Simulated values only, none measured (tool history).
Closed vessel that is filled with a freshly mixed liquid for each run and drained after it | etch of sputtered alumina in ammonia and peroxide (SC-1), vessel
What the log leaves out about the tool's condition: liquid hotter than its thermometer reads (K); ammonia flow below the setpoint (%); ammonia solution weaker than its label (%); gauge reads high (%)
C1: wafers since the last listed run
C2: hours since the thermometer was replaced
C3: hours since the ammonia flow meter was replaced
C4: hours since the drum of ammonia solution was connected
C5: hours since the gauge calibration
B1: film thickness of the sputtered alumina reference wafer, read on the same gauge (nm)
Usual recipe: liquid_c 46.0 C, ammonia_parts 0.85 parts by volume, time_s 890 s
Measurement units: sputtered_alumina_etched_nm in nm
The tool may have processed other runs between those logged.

run 1 hour=0.0 | liquid_c=46.0 ammonia_parts=0.85 time_s=890 | C1=0 C2=868.4 C3=1768.5 C4=64.8 C5=315.2 | B1=69.99 | sputtered_alumina_etched_nm=36.78
run 2 hour=57.3 | liquid_c=46.0 ammonia_parts=0.85 time_s=890 | C1=2493 C2=925.7 C3=1825.8 C4=122.1 C5=372.5 | B1=70.00 | sputtered_alumina_etched_nm=36.93
run 3 hour=92.5 | liquid_c=52.0 ammonia_parts=0.85 time_s=890 | C1=1531 C2=960.9 C3=1861.0 C4=157.3 C5=407.7 | B1=69.97 | sputtered_alumina_etched_nm=51.10
run 4 hour=162.8 | liquid_c=52.0 ammonia_parts=0.85 time_s=890 | C1=3059 C2=1031.2 C3=1931.3 C4=227.6 C5=478.0 | B1=70.01 | sputtered_alumina_etched_nm=51.70
run 5 hour=202.1 | liquid_c=46.0 ammonia_parts=0.85 time_s=890 | C1=1710 C2=1070.5 C3=1970.6 C4=266.9 C5=517.3 | B1=70.02 | sputtered_alumina_etched_nm=36.79
run 6 hour=263.1 | liquid_c=46.0 ammonia_parts=0.85 time_s=625 | C1=2654 C2=1131.5 C3=2031.6 C4=327.9 C5=578.3 | B1=69.94 | sputtered_alumina_etched_nm=25.91
run 7 hour=383.2 | liquid_c=46.0 ammonia_parts=0.85 time_s=890 | C1=5226 C2=1251.6 C3=2151.7 C4=448.0 C5=698.4 | B1=69.97 | sputtered_alumina_etched_nm=37.41
-- hour=411.8 new drum of ammonia solution connected
run 8 hour=416.5 | liquid_c=46.0 ammonia_parts=0.85 time_s=890 | C1=1405 C2=1284.9 C3=2185.0 C4=4.7 C5=731.7 | B1=70.01 | sputtered_alumina_etched_nm=37.95
run 9 hour=461.2 | liquid_c=46.0 ammonia_parts=0.85 time_s=890 | C1=1945 C2=1329.6 C3=2229.7 C4=49.4 C5=776.4 | B1=69.96 | sputtered_alumina_etched_nm=37.49
run 10 hour=485.9 | liquid_c=46.0 ammonia_parts=0.85 time_s=890 | C1=1074 C2=1354.3 C3=2254.4 C4=74.1 C5=801.1 | B1=70.03 | sputtered_alumina_etched_nm=37.29
run 11 hour=531.1 | liquid_c=46.0 ammonia_parts=0.85 time_s=890 | C1=1967 C2=1399.5 C3=2299.6 C4=119.3 C5=846.3 | B1=70.01 | sputtered_alumina_etched_nm=37.67
run 12 hour=573.9 | liquid_c=51.0 ammonia_parts=0.85 time_s=890 | C1=1862 C2=1442.3 C3=2342.4 C4=162.1 C5=889.1 | B1=70.03 | sputtered_alumina_etched_nm=50.07
run 13 hour=611.4 | liquid_c=41.5 ammonia_parts=0.50 time_s=1140 | C1=1632 C2=1479.8 C3=2379.9 C4=199.6 C5=926.6 | B1=70.02 | sputtered_alumina_etched_nm=35.93
run 14 hour=642.7 | liquid_c=46.0 ammonia_parts=1.15 time_s=1155 | C1=1362 C2=1511.1 C3=2411.2 C4=230.9 C5=957.9 | B1=70.05 | sputtered_alumina_etched_nm=50.27
run 15 hour=697.2 | liquid_c=38.0 ammonia_parts=0.50 time_s=1100 | C1=2371 C2=1565.6 C3=2465.7 C4=285.4 C5=1012.4 | B1=69.98 | sputtered_alumina_etched_nm=28.26
-- hour=708.0 thermometer replaced
run 16 hour=757.8 | liquid_c=46.0 ammonia_parts=0.60 time_s=480 | C1=2593 C2=49.8 C3=2526.3 C4=346.0 C5=1073.0 | B1=69.96 | sputtered_alumina_etched_nm=18.10
-- hour=774.9 ammonia flow meter replaced
run 17 hour=795.3 | liquid_c=49.0 ammonia_parts=0.85 time_s=1165 | C1=1588 C2=87.3 C3=20.4 C4=383.5 C5=1110.5 | B1=70.04 | sputtered_alumina_etched_nm=54.24
run 18 hour=854.6 | liquid_c=54.0 ammonia_parts=0.85 time_s=890 | C1=2580 C2=146.6 C3=79.7 C4=442.8 C5=1169.8 | B1=70.02 | sputtered_alumina_etched_nm=53.61
run 19 hour=911.9 | liquid_c=52.0 ammonia_parts=0.85 time_s=890 | C1=2493 C2=203.9 C3=137.0 C4=500.1 C5=1227.1 | B1=70.01 | sputtered_alumina_etched_nm=49.53
-- hour=932.0 gauge calibrated
-- hour=936.2 new drum of ammonia solution connected
run 20 hour=956.6 | liquid_c=40.5 ammonia_parts=0.85 time_s=425 | C1=1901 C2=248.6 C3=181.7 C4=20.4 C5=24.6 | B1=70.04 | sputtered_alumina_etched_nm=12.44
run 21 hour=1008.8 | liquid_c=46.0 ammonia_parts=0.60 time_s=890 | C1=2271 C2=300.8 C3=233.9 C4=72.6 C5=76.8 | B1=70.01 | sputtered_alumina_etched_nm=34.17
run 22 hour=1198.3 | liquid_c=46.0 ammonia_parts=0.85 time_s=755 | C1=8247 C2=490.3 C3=423.4 C4=262.1 C5=266.3 | B1=70.01 | sputtered_alumina_etched_nm=30.08
run 23 hour=1235.1 | liquid_c=46.0 ammonia_parts=0.85 time_s=890 | C1=1601 C2=527.1 C3=460.2 C4=298.9 C5=303.1 | B1=69.98 | sputtered_alumina_etched_nm=35.89
run 24 hour=1272.3 | liquid_c=52.5 ammonia_parts=0.70 time_s=1180 | C1=1618 C2=564.3 C3=497.4 C4=336.1 C5=340.3 | B1=69.99 | sputtered_alumina_etched_nm=66.82

Here are 5 independent what-if runs from the current tool condition. What would each one return?
run A hour=1273.2 | liquid_c=46.0 ammonia_parts=0.85 time_s=890 | C1=39 C2=565.2 C3=498.3 C4=337.0 C5=341.2 | B1=? | sputtered_alumina_etched_nm=?
run B hour=1273.2 | liquid_c=46.0 ammonia_parts=0.75 time_s=890 | C1=39 C2=565.2 C3=498.3 C4=337.0 C5=341.2 | B1=? | sputtered_alumina_etched_nm=?
run C hour=1273.2 | liquid_c=46.0 ammonia_parts=0.55 time_s=890 | C1=39 C2=565.2 C3=498.3 C4=337.0 C5=341.2 | B1=? | sputtered_alumina_etched_nm=?
run D hour=1273.2 | liquid_c=41.5 ammonia_parts=0.95 time_s=890 | C1=39 C2=565.2 C3=498.3 C4=337.0 C5=341.2 | B1=? | sputtered_alumina_etched_nm=?
run E hour=1273.2 | liquid_c=39.5 ammonia_parts=0.85 time_s=1140 | C1=39 C2=565.2 C3=498.3 C4=337.0 C5=341.2 | B1=? | sputtered_alumina_etched_nm=?

run=A B1=70.03 sputtered_alumina_etched_nm=36.17
run=B B1=70.03 sputtered_alumina_etched_nm=35.75
run=C B1=70.03 sputtered_alumina_etched_nm=34.71
run=D B1=70.03 sputtered_alumina_etched_nm=28.26
run=E B1=70.03 sputtered_alumina_etched_nm=31.86
Without the tool's unlogged condition, the same runs would have read:
run=A sputtered_alumina_etched_nm=35.03
run=B sputtered_alumina_etched_nm=34.61
run=C sputtered_alumina_etched_nm=33.61
run=D sputtered_alumina_etched_nm=27.34
run=E sputtered_alumina_etched_nm=30.81
